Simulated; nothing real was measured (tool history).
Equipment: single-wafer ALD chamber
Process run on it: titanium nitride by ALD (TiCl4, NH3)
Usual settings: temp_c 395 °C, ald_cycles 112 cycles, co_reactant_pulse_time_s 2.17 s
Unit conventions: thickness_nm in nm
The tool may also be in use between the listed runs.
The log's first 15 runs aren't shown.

| run | day | temp_c | ald_cycles | co_reactant_pulse_time_s | wafers since the last listed run | hours since the last thermocouple change | hours since the showerhead was replaced | hours since the gauge calibration | read-back reference wafer on the same gauge, thickness_nm | thickness_nm |
|---|---|---|---|---|---|---|---|---|---|---|
| 16 | 36.792 | 395 | 112 | 2.79 | 119 | 2479.1 | 2429.8 | 796.9 | 2.638 | 2.668 |
| 17 | 38.104 | 395 | 112 | 2.79 | 84 | 2510.6 | 2461.3 | 828.4 | 2.642 | 2.662 |
| 18 | 40.171 | 395 | 112 | 2.79 | 133 | 2560.2 | 2510.9 | 878.0 | 2.642 | 2.666 |
| 19 | 41.525 | 395 | 112 | 2.17 | 87 | 2592.7 | 2543.4 | 910.5 | 2.642 | 2.649 |
|  | 42.829 | thermocouple changed; heater temperature recalibrated |
| 20 | 44.350 | 404 | 134 | 1.35 | 161 | 36.5 | 2611.2 | 978.3 | 2.640 | 3.105 |
| 21 | 46.483 | 395 | 112 | 2.17 | 137 | 87.7 | 2662.4 | 1029.5 | 2.639 | 2.635 |
| 22 | 48.954 | 395 | 112 | 2.17 | 159 | 147.0 | 2721.7 | 1088.8 | 2.639 | 2.645 |
| 23 | 51.138 | 395 | 112 | 2.17 | 141 | 199.4 | 2774.1 | 1141.2 | 2.639 | 2.648 |
| 24 | 54.100 | 395 | 104 | 1.58 | 191 | 270.5 | 2845.2 | 1212.3 | 2.639 | 2.401 |
| 25 | 55.692 | 395 | 92 | 2.52 | 102 | 308.7 | 2883.4 | 1250.5 | 2.642 | 2.179 |
| 26 | 57.500 | 402 | 102 | 2.17 | 116 | 352.1 | 2926.8 | 1293.9 | 2.641 | 2.424 |
| 27 | 59.075 | 404 | 112 | 2.17 | 101 | 389.9 | 2964.6 | 1331.7 | 2.640 | 2.659 |
| 28 | 60.679 | 395 | 112 | 2.17 | 103 | 428.4 | 3003.1 | 1370.2 | 2.638 | 2.651 |
| 29 | 62.896 | 402 | 132 | 2.17 | 143 | 481.6 | 3056.3 | 1423.4 | 2.643 | 3.128 |
| 30 | 64.750 | 400 | 112 | 2.61 | 119 | 526.1 | 3100.8 | 1467.9 | 2.643 | 2.675 |
|  | 64.904 | gauge calibrated |
| 31 | 67.558 | 384 | 94 | 2.17 | 181 | 593.5 | 3168.2 | 63.7 | 2.638 | 2.187 |
|  | 69.833 | showerhead replaced |
| 32 | 70.408 | 395 | 97 | 2.17 | 162 | 661.9 | 13.8 | 132.1 | 2.641 | 2.283 |
| 33 | 73.104 | 395 | 121 | 2.17 | 174 | 726.6 | 78.5 | 196.8 | 2.641 | 2.837 |
| 34 | 74.521 | 387 | 98 | 2.17 | 91 | 760.6 | 112.5 | 230.8 | 2.641 | 2.293 |
| 35 | 83.262 | 395 | 112 | 2.90 | 565 | 970.4 | 322.3 | 440.6 | 2.639 | 2.667 |
| 36 | 85.579 | 395 | 112 | 1.47 | 149 | 1026.0 | 377.9 | 496.2 | 2.636 | 2.581 |
| 37 | 88.004 | 399 | 104 | 1.78 | 156 | 1084.2 | 436.1 | 554.4 | 2.639 | 2.433 |

Estimate the outcome of run 38 from the log above:
| 38 | 90.054 | 405 | 93 | 1.71 | 132 | 1133.4 | 485.3 | 603.6 | ? | ? |

{"run 38": {"read-back reference wafer on the same gauge, thickness_nm": 2.64, "thickness_nm": 2.172}}
Minus the tool's unlogged condition, the same run would have read thickness_nm 2.172 nm.
